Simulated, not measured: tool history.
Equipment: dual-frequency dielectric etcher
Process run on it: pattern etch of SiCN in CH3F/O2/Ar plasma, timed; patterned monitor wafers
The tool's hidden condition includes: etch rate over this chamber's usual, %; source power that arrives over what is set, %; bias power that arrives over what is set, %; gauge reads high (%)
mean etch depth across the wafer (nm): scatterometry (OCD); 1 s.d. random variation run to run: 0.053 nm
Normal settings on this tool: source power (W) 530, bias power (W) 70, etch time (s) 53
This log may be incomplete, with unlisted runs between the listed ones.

run	hour	source power (W)	bias power (W)	etch time (s)	wafers since the last listed run	hours since the last wet clean	hours since the last source power generator calibration	hours since the last bias power generator calibration	hours since the last upper electrode change	hours since the gauge calibration	read-back reference wafer on the same gauge, depth_nm	mean etch depth across the wafer (nm)
1	0	530	70	53	0	74.5	3150.6	933.3	4150.9	2848.2	27.38	24.32
2	42.1	530	70	53	532	116.6	3192.7	975.4	4193	2890.3	27.42	24.32
3	83.9	450	70	53	528	158.4	3234.5	1017.2	4234.8	2932.1	27.41	22.51
4	148.3	530	70	53	814	222.8	3298.9	1081.6	4299.2	2996.5	27.39	24.61
5	192.9	530	70	53	564	267.4	3343.5	1126.2	4343.8	3041.1	27.39	24.56
6	229.3	530	70	53	460	303.8	3379.9	1162.6	4380.2	3077.5	27.4	24.5
7	320.8	580	70	53	1157	395.3	3471.4	1254.1	4471.7	3169	27.4	25.73
8	373.8	580	70	53	670	448.3	3524.4	1307.1	4524.7	3222	27.38	25.72
9	466.1	530	70	48	1167	540.6	3616.7	1399.4	4617	3314.3	27.38	22.34
# hour 581.7: wet clean of the chamber
10	582.2	530	70	48	1164	0.5	3732.8	1515.5	4733.1	3430.4	27.41	22.09
# hour 597.6: gauge calibrated
11	633	530	70	53	642	51.3	3783.6	1566.3	4783.9	35.4	27.4	24.49
12	718.8	650	52	53	1085	137.1	3869.4	1652.1	4869.7	121.2	27.4	24.19
13	812.8	580	75	42.5	1188	231.1	3963.4	1746.1	4963.7	215.2	27.4	21.19
# hour 823: source power generator calibrated
14	859	460	77	53	533	277.3	36	1792.3	5009.9	261.4	27.39	23.83
15	963	610	70	67.5	1315	381.3	140	1896.3	5113.9	365.4	27.41	33.64
# hour 1030.5: upper electrode replaced, of another model than before
16	1031	430	70	53	556	449.3	208	1964.3	0.5	433.4	27.42	23.04
17	1089.8	640	70	38.5	743	508.1	266.8	2023.1	59.3	492.2	27.41	19.19
# hour 1172.7: wet clean of the chamber
18	1182.1	530	70	53	863	9.4	359.1	2115.4	151.6	584.5	27.39	24.4
19	1252.7	420	85	37.5	892	80	429.7	2186	222.2	655.1	27.41	16.86
# hour 1257: bias power generator calibrated
20	1334.5	430	76	63.5	983	161.8	511.5	77.5	304	736.9	27.39	28.02
21	1394.2	590	80	68	754	221.5	571.2	137.2	363.7	796.6	27.4	33.92
22	1437.8	430	70	53	551	265.1	614.8	180.8	407.3	840.2	27.4	22.92
23	1477	630	83	53	495	304.3	654	220	446.5	879.4	27.4	27.29
24	1574.2	600	83	66	1229	401.5	751.2	317.2	543.7	976.6	27.38	33.57
25	1631.4	530	70	41.5	723	458.7	808.4	374.4	600.9	1033.8	27.4	19.36
26	1670.7	600	77	49	496	498	847.7	413.7	640.2	1073.1	27.4	24.51
# hour 1727.4: wet clean of the chamber
27	1735.5	470	76	53	515	8.1	912.5	478.5	705	1137.9	27.39	23.88
28	1780.4	610	84	61.5	567	53	957.4	523.4	749.9	1182.8	27.4	31.16
29	1819.8	530	70	53	498	92.4	996.8	562.8	789.3	1222.2	27.4	24.33
30	1961.5	530	70	53	1791	234.1	1138.5	704.5	931	1363.9	27.39	24.49

3 options for the next run, each taken on its own from the tool as it stands now. Forecast them:
A	1961.9	530	70	43	5	234.5	1138.9	704.9	931.4	1364.3	?	?
B	1961.9	420	70	40.5	5	234.5	1138.9	704.9	931.4	1364.3	?	?
C	1961.9	530	55	53	5	234.5	1138.9	704.9	931.4	1364.3	?	?

run	read-back reference wafer on the same gauge, depth_nm	mean etch depth across the wafer (nm)
A	27.4	19.83
B	27.4	17.27
C	27.4	23.03
Stripped of hidden state, with their random variation kept, the same runs would have yielded:
run	mean etch depth across the wafer (nm)
A	19.72
B	17.17
C	22.9
